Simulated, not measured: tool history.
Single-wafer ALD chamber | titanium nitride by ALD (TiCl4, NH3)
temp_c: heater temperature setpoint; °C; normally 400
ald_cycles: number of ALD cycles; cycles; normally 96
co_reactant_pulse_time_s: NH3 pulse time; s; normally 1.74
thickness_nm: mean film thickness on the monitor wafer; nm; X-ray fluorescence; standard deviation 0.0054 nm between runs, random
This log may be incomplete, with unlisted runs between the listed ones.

run	hour	temp_c	ald_cycles	co_reactant_pulse_time_s	read-back reference wafer on the same gauge, thickness_nm	thickness_nm
1	0	400	96	1.74	2.098	2.158
2	6.6	400	96	1.54	2.1	2.151
3	14.5	400	96	1.54	2.097	2.148
4	22.2	400	96	1.54	2.1	2.155
5	36.8	400	96	1.74	2.101	2.161
6	49.4	400	96	1.74	2.099	2.163
7	61.9	400	96	1.74	2.099	2.158
8	70.9	392	96	1.74	2.101	2.149
9	79.2	400	96	1.74	2.102	2.178
10	88.3	400	96	1.74	2.1	2.159
11	101.1	400	96	1.74	2.099	2.166
12	111.5	400	96	1.74	2.1	2.165
13	117.8	400	96	1.74	2.1	2.166
# hour 140.1: gauge calibrated
# hour 159.9: thermocouple changed; heater temperature recalibrated
14	166.7	400	96	1.74	2.1	2.163
# hour 177.8: showerhead replaced
15	180.6	400	96	1.74	2.101	2.162
16	192.4	400	96	1.74	2.099	2.165
17	199.3	400	96	1.74	2.099	2.169
18	210.4	400	96	1.74	2.099	2.156
19	227.3	400	96	1.32	2.101	2.128
20	234.9	391	79	1.18	2.101	1.726
21	252.6	404	78	2.43	2.099	1.778
22	269.2	400	96	1.74	2.1	2.173
23	280.6	411	83	2.09	2.103	1.904
24	287.8	400	105	1.19	2.1	2.321
25	305.3	400	96	1.74	2.1	2.167
26	312	412	96	1.74	2.1	2.181
27	319.6	390	96	1.74	2.101	2.153
28	332.2	392	77	1.34	2.102	1.691
29	349.8	400	83	1.74	2.1	1.873
30	358	400	77	1.74	2.099	1.729
31	370.6	400	105	1.19	2.1	2.313
32	381.9	414	114	1.74	2.101	2.579
33	408.5	410	96	1.5	2.102	2.166
34	420.1	400	96	1.74	2.098	2.161
35	440.1	400	96	1.54	2.1	2.153
36	446.6	387	83	1.4	2.099	1.816
37	462.3	400	96	1.74	2.099	2.161
38	469.9	386	86	2.2	2.102	1.944
39	485	400	96	1.74	2.099	2.171
40	500.4	400	96	1.74	2.099	2.153
41	507.6	400	96	1.74	2.1	2.161

Alternative continuations, all from the tool just after run 41; predict every row:
A	508.2	400	112	1.74	?	?
B	508.2	400	96	1.09	?	?
C	508.2	400	106	1.74	?	?

run	read-back reference wafer on the same gauge, thickness_nm	thickness_nm
A	2.098	2.526
B	2.098	2.108
C	2.098	2.39
Take away the tool's hidden state, keep each run's random variation, and the runs would have read:
run	thickness_nm
A	2.526
B	2.108
C	2.39
